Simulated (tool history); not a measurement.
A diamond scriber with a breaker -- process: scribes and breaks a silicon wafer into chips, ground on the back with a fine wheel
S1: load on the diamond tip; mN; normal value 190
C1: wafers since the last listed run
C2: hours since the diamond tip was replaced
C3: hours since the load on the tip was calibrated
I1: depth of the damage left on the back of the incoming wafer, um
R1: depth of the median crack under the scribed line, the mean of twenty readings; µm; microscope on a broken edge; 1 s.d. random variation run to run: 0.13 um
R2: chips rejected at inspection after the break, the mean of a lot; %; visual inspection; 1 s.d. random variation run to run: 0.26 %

run	hour	S1	C1	C2	C3	I1	R1	R2
1	0	175	0	321	489.2	2.9	5.8	13.35
2	21	175	36	342	510.2	2.48	5.64	13.27
3	33.7	190	22	354.7	522.9	2.74	6.46	7.79
4	58.1	190	42	379.1	547.3	1.99	6.31	5.09
5	87.5	190	51	408.5	576.7	2.91	6.01	9.92
6	102	190	25	423	591.2	2.95	6.26	9.79
7	129.9	190	48	450.9	619.1	1.53	6.29	4.68
8	144.8	190	26	465.8	634	2.14	6.16	6.24
# hour 177.1: diamond tip replaced by a new one
9	177.6	220	53	0.5	666.8	2.09	7.92	6.19
10	209.6	190	55	32.5	698.8	2.16	6.64	3.82
11	221.7	144	21	44.6	710.9	2.2	4.61	27.34
12	238.2	190	28	61.1	727.4	2.85	6.51	7.61

What will run 13 give?
# hour 252.6: load on the tip recalibrated
13	267.5	157	47	90.4	14.9	2.59	?	?

R1: 5.18 µm
R2: 21.23 %
Take away the tool's hidden state, keep the run-to-run variation as it was, and the same run would have given R1 5.41 µm, R2 17.19 %.
